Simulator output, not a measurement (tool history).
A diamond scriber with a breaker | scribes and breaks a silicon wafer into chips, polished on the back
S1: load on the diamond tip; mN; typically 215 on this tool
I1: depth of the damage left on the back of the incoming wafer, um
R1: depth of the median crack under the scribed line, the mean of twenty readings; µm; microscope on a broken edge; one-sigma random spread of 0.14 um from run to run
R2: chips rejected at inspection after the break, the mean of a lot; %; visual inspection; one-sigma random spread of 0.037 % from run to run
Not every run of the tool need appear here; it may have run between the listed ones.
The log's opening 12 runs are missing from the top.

{"run": 13, "hour": 133.9, "S1": 215, "I1": 0.04, "R1": 7.71, "R2": 4.75}
{"run": 14, "hour": 148.0, "S1": 215, "I1": 0.01, "R1": 7.87, "R2": 5.22}
{"hour": 161.3, "done": "diamond tip replaced by a new one"}
{"run": 15, "hour": 162.1, "S1": 215, "I1": 0.03, "R1": 9.6, "R2": 0.92}
{"run": 16, "hour": 169.8, "S1": 215, "I1": 0.01, "R1": 9.46, "R2": 0.92}
{"run": 17, "hour": 184.0, "S1": 215, "I1": 0.02, "R1": 9.48, "R2": 0.91}
{"run": 18, "hour": 194.9, "S1": 162, "I1": 0.04, "R1": 8.26, "R2": 3.32}
{"run": 19, "hour": 207.8, "S1": 242, "I1": 0.03, "R1": 10.29, "R2": 1.38}
{"run": 20, "hour": 216.6, "S1": 264, "I1": 0.04, "R1": 10.9, "R2": 2.15}
{"hour": 226.1, "done": "load on the tip recalibrated"}
{"run": 21, "hour": 228.4, "S1": 215, "I1": 0.02, "R1": 9.86, "R2": 0.85}
{"run": 22, "hour": 240.3, "S1": 268, "I1": 0.04, "R1": 10.98, "R2": 2.37}
{"run": 23, "hour": 249.8, "S1": 250, "I1": 0.03, "R1": 10.44, "R2": 1.56}
{"run": 24, "hour": 258.7, "S1": 215, "I1": 0.01, "R1": 9.66, "R2": 0.85}
{"run": 25, "hour": 268.3, "S1": 270, "I1": 0.03, "R1": 11.03, "R2": 2.38}
{"run": 26, "hour": 276.5, "S1": 234, "I1": 0.01, "R1": 10.1, "R2": 0.98}
{"run": 27, "hour": 289.9, "S1": 215, "I1": 0.04, "R1": 9.43, "R2": 0.88}
{"run": 28, "hour": 304.0, "S1": 152, "I1": 0.01, "R1": 7.83, "R2": 4.15}
{"run": 29, "hour": 319.7, "S1": 215, "I1": 0.03, "R1": 9.49, "R2": 0.89}
{"run": 30, "hour": 332.3, "S1": 215, "I1": 0.03, "R1": 9.84, "R2": 0.91}
{"run": 31, "hour": 348.8, "S1": 184, "I1": 0.03, "R1": 9.0, "R2": 1.74}
{"run": 32, "hour": 355.8, "S1": 178, "I1": 0.04, "R1": 8.95, "R2": 2.07}
{"run": 33, "hour": 366.5, "S1": 215, "I1": 0.02, "R1": 9.68, "R2": 0.9}
{"run": 34, "hour": 373.7, "S1": 215, "I1": 0.02, "R1": 9.62, "R2": 0.87}
{"run": 35, "hour": 384.9, "S1": 259, "I1": 0.03, "R1": 10.9, "R2": 1.67}

Each row is a separate what-if for the run after 35, all from the same tool condition, not one after another. Results?
{"run": "A", "hour": 385.5, "S1": 182, "I1": 0.03, "R1": "?", "R2": "?"}
{"run": "B", "hour": 385.5, "S1": 261, "I1": 0.03, "R1": "?", "R2": "?"}
{"run": "C", "hour": 385.5, "S1": 260, "I1": 0.03, "R1": "?", "R2": "?"}
{"run": "D", "hour": 385.5, "S1": 271, "I1": 0.03, "R1": "?", "R2": "?"}

run=A R1=8.87 R2=1.84
run=B R1=10.90 R2=1.77
run=C R1=10.87 R2=1.73
run=D R1=11.14 R2=2.20
Take away the tool's hidden state, keep each run's random variation, and the runs would have read:
run=A R1=8.97 R2=1.65
run=B R1=11.02 R2=1.98
run=C R1=11.00 R2=1.93
run=D R1=11.27 R2=2.45
